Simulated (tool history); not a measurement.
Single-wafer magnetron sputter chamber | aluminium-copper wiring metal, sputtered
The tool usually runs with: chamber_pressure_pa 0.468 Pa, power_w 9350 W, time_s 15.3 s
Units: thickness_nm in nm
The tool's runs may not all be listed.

run	hour	chamber_pressure_pa	power_w	time_s	wafers since the last listed run	wafers on the sputter target	hours since the last manometer calibration	hours since the magnet pack was replaced	hours since the gauge calibration	read-back reference wafer on the same gauge, thickness_nm	thickness_nm
1	0.0	0.468	9350	15.3	0	2653	2232.0	5700.0	239.0	232.009	242.496
2	13.0	0.468	9350	15.3	416	3070	2245.0	5713.0	252.0	232.088	240.710
3	30.0	0.468	9350	15.3	545	3615	2262.0	5730.0	269.0	231.948	241.969
4	46.8	0.468	9350	15.3	538	4153	2278.8	5746.8	285.8	232.273	242.691
# hour 62.1: sputter target and shields replaced
5	62.6	0.468	9350	15.3	250	15	2294.6	5762.6	301.6	232.035	242.748
6	74.4	0.468	9350	15.3	378	393	2306.4	5774.4	313.4	231.962	241.293
7	86.0	0.468	9900	16.3	371	765	2318.0	5786.0	325.0	231.901	269.478
8	93.7	0.415	9350	15.3	246	1012	2325.7	5793.7	332.7	231.986	250.430
9	105.5	0.415	9350	15.3	378	1390	2337.5	5805.5	344.5	231.884	248.028
# hour 117.0: capacitance manometer re-zeroed and calibrated
10	117.5	0.468	9350	15.3	128	1518	0.5	5817.5	356.5	232.012	240.025
11	120.0	0.468	9350	15.3	80	1599	3.0	5820.0	359.0	232.074	242.734
12	128.0	0.468	9350	15.3	256	1855	11.0	5828.0	367.0	231.927	241.197
13	144.4	0.468	9350	15.3	525	2381	27.4	5844.4	383.4	231.691	241.477
14	151.3	0.468	9350	16.0	221	2602	34.3	5851.3	390.3	232.189	251.207
15	163.5	0.468	9350	16.0	391	2993	46.5	5863.5	402.5	232.112	254.105
16	180.8	0.468	9350	12.7	554	3548	63.8	5880.8	419.8	231.901	199.677
# hour 194.0: gauge calibrated
# hour 200.9: sputter target and shields replaced
17	201.4	0.525	11250	13.9	403	17	84.4	5901.4	7.4	232.067	250.961
18	211.1	0.468	9350	15.3	310	328	94.1	5911.1	17.1	231.889	238.426
19	225.5	0.526	8700	15.3	461	790	108.5	5925.5	31.5	231.757	220.857
20	232.0	0.468	9350	15.3	208	998	115.0	5932.0	38.0	232.050	241.391
# hour 249.8: magnet pack replaced
21	271.5	0.468	7850	13.9	1009	2008	154.5	21.7	77.5	231.902	190.903
22	285.6	0.569	7550	15.3	452	2460	168.6	35.8	91.6	231.870	193.475
23	300.0	0.468	9350	15.3	461	2922	183.0	50.2	106.0	231.770	238.802
24	311.3	0.420	9350	15.3	362	3284	194.3	61.5	117.3	232.076	247.683
25	319.5	0.468	9350	15.3	262	3547	202.5	69.7	125.5	231.795	241.481
26	326.7	0.342	11250	13.4	230	3778	209.7	76.9	132.7	232.025	263.450
27	342.5	0.394	8550	13.1	506	4284	225.5	92.7	148.5	231.949	198.151
# hour 353.5: sputter target and shields replaced
28	354.0	0.638	8100	18.3	112	16	237.0	104.2	160.0	231.877	238.409
29	364.7	0.468	11200	17.4	343	359	247.7	114.9	170.7	231.993	319.834
30	374.5	0.468	9350	15.3	314	673	257.5	124.7	180.5	231.907	242.796

For each entry between runs, how does the tool's hidden state at the last listed run before it compare with that at the first listed run after it?
After run 4, before run 5: sputter target and shields replaced (hour 62.1)
  both runs share identical hidden conditions
After run 9, before run 10: capacitance manometer re-zeroed and calibrated (hour 117.0)
  both runs share identical hidden conditions
After run 16, before run 17: gauge calibrated (hour 194.0); sputter target and shields replaced (hour 200.9)
  both runs share identical hidden conditions
After run 20, before run 21: magnet pack replaced (hour 249.8)
  both runs share identical hidden conditions
After run 27, before run 28: sputter target and shields replaced (hour 353.5)
  both runs share identical hidden conditions

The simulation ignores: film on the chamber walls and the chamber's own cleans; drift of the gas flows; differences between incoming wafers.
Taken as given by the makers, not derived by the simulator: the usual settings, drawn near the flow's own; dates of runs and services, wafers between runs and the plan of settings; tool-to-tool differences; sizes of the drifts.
